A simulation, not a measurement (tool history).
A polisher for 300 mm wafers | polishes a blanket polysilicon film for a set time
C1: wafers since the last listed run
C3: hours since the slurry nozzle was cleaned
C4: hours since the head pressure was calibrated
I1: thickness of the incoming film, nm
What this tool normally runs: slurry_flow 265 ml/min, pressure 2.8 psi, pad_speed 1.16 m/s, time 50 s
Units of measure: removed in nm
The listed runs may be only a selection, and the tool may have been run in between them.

Run 1, hour 0: usual settings but time 45 s; C1 0; wafers polished on this pad 212; C3 531.4; C4 161.1; I1 2429.8. Result: removed 383 nm.
Run 2, hour 25: usual settings but time 45 s; C1 222; wafers polished on this pad 434; C3 556.4; C4 186.1; I1 2343.8. Result: removed 381.3 nm.
Run 3, hour 38.3: usual settings but pressure 3 psi, pad_speed 1.02 m/s; C1 118; wafers polished on this pad 553; C3 569.7; C4 199.4; I1 2408.9. Result: removed 387.8 nm.
Run 4, hour 65.7: usual settings; C1 243; wafers polished on this pad 796; C3 597.1; C4 226.8; I1 2386.6. Result: removed 390.2 nm.
At hour 75.5: worn pad replaced by a new one.
Run 5, hour 79.1: usual settings; C1 83; wafers polished on this pad 31; C3 610.5; C4 240.2; I1 2377.8. Result: removed 434.4 nm.
Run 6, hour 92.1: usual settings but pressure 3 psi; C1 115; wafers polished on this pad 147; C3 623.5; C4 253.2; I1 2403.3. Result: removed 437.9 nm.
Run 7, hour 105: usual settings but pressure 3 psi; C1 114; wafers polished on this pad 262; C3 636.4; C4 266.1; I1 2390.2. Result: removed 437.3 nm.
Run 8, hour 111: usual settings; C1 53; wafers polished on this pad 315; C3 642.4; C4 272.1; I1 2373.5. Result: removed 412.9 nm.
Run 9, hour 124.1: usual settings; C1 116; wafers polished on this pad 432; C3 655.5; C4 285.2; I1 2391.9. Result: removed 408.9 nm.
Run 10, hour 138.3: usual settings but time 56 s; C1 126; wafers polished on this pad 558; C3 669.7; C4 299.4; I1 2401.7. Result: removed 445.5 nm.
Run 11, hour 156.1: usual settings; C1 158; wafers polished on this pad 716; C3 687.5; C4 317.2; I1 2415.1. Result: removed 391.9 nm.
Run 12, hour 174: usual settings; C1 159; wafers polished on this pad 876; C3 705.4; C4 335.1; I1 2405.7. Result: removed 390.5 nm.
At hour 179.9: worn pad replaced by a new one.
Run 13, hour 186.9: usual settings but pressure 3.1 psi; C1 79; wafers polished on this pad 62; C3 718.3; C4 348; I1 2340.1. Result: removed 470 nm.
Run 14, hour 204.8: usual settings but pressure 3.1 psi; C1 159; wafers polished on this pad 221; C3 736.2; C4 365.9; I1 2346.6. Result: removed 452.5 nm.
At hour 216.8: slurry nozzle cleaned.
Run 15, hour 246.9: usual settings but slurry_flow 225 ml/min; C1 365; wafers polished on this pad 587; C3 30.1; C4 408; I1 2408.1. Result: removed 399 nm.
Run 16, hour 259.1: usual settings; C1 108; wafers polished on this pad 696; C3 42.3; C4 420.2; I1 2339.6. Result: removed 396.6 nm.
At hour 273.3: head pressure recalibrated.
At hour 276.8: worn pad replaced by a new one.
Run 17, hour 277.3: usual settings but slurry_flow 185 ml/min, pad_speed 1.28 m/s, time 34 s; C1 112; wafers polished on this pad 4; C3 60.5; C4 4; I1 2424. Result: removed 295 nm.
Run 18, hour 292.5: usual settings but pressure 2.2 psi; C1 135; wafers polished on this pad 139; C3 75.7; C4 19.2; I1 2373.1. Result: removed 357 nm.
Run 19, hour 307.8: usual settings; C1 136; wafers polished on this pad 275; C3 91; C4 34.5; I1 2374.8. Result: removed 406.5 nm.
Run 20, hour 316.4: usual settings but slurry_flow 195 ml/min, pressure 3.1 psi; C1 76; wafers polished on this pad 352; C3 99.6; C4 43.1; I1 2379.6. Result: removed 411.7 nm.
Run 21, hour 326.6: usual settings but pressure 1.9 psi; C1 90; wafers polished on this pad 443; C3 109.8; C4 53.3; I1 2386.1. Result: removed 314.1 nm.
Run 22, hour 335.1: usual settings; C1 75; wafers polished on this pad 518; C3 118.3; C4 61.8; I1 2402.8. Result: removed 386.4 nm.
Run 23, hour 345.9: usual settings but pad_speed 1.04 m/s, time 44 s; C1 96; wafers polished on this pad 614; C3 129.1; C4 72.6; I1 2411.4. Result: removed 321.9 nm.
Run 24, hour 363.5: usual settings but pad_speed 1.4 m/s, time 34 s; C1 156; wafers polished on this pad 771; C3 146.7; C4 90.2; I1 2357.6. Result: removed 296.1 nm.
Run 25, hour 375.7: usual settings but slurry_flow 290 ml/min; C1 108; wafers polished on this pad 879; C3 158.9; C4 102.4; I1 2362.1. Result: removed 378.6 nm.
At hour 387.5: worn pad replaced by a new one.
Run 26, hour 388: usual settings; C1 73; wafers polished on this pad 4; C3 171.2; C4 114.7; I1 2389.2. Result: removed 444.6 nm.
Run 27, hour 395.4: usual settings; C1 65; wafers polished on this pad 70; C3 178.6; C4 122.1; I1 2356.3. Result: removed 433.3 nm.
Run 28, hour 401.5: usual settings but pad_speed 1.4 m/s, time 34 s; C1 54; wafers polished on this pad 124; C3 184.7; C4 128.2; I1 2383. Result: removed 331.6 nm.
Run 29, hour 411.7: usual settings but slurry_flow 215 ml/min; C1 90; wafers polished on this pad 215; C3 194.9; C4 138.4; I1 2394.6. Result: removed 418.7 nm.
Run 30, hour 421.7: usual settings but pressure 1.8 psi, pad_speed 0.82 m/s; C1 88; wafers polished on this pad 304; C3 204.9; C4 148.4; I1 2399.7. Result: removed 270.1 nm.

Consider 4 possible next runs. They are alternatives, not a sequence: every one starts from the tool as it was left by run 30. What does each give?
Run A, hour 422.1: usual settings but pressure 3.4 psi; C1 3; wafers polished on this pad 308; C3 205.3; C4 148.8; I1 2364.3. Result: removed ?.
Run B, hour 422.1: usual settings but slurry_flow 335 ml/min, pressure 2.1 psi, pad_speed 0.86 m/s, time 33 s; C1 3; wafers polished on this pad 308; C3 205.3; C4 148.8; I1 2364.3. Result: removed ?.
Run C, hour 422.1: usual settings but slurry_flow 185 ml/min, pressure 1.9 psi, pad_speed 1.44 m/s; C1 3; wafers polished on this pad 308; C3 205.3; C4 148.8; I1 2364.3. Result: removed ?.
Run D, hour 422.1: usual settings but pad_speed 1.36 m/s, time 40 s; C1 3; wafers polished on this pad 308; C3 205.3; C4 148.8; I1 2364.3. Result: removed ?.

run  removed
  A    483.8
  B    204.3
  C    370.5
  D      376
Without the tool's unlogged condition, the same runs would have read:
run  removed
  A    504.9
  B    213.2
  C    386.6
  D    392.4
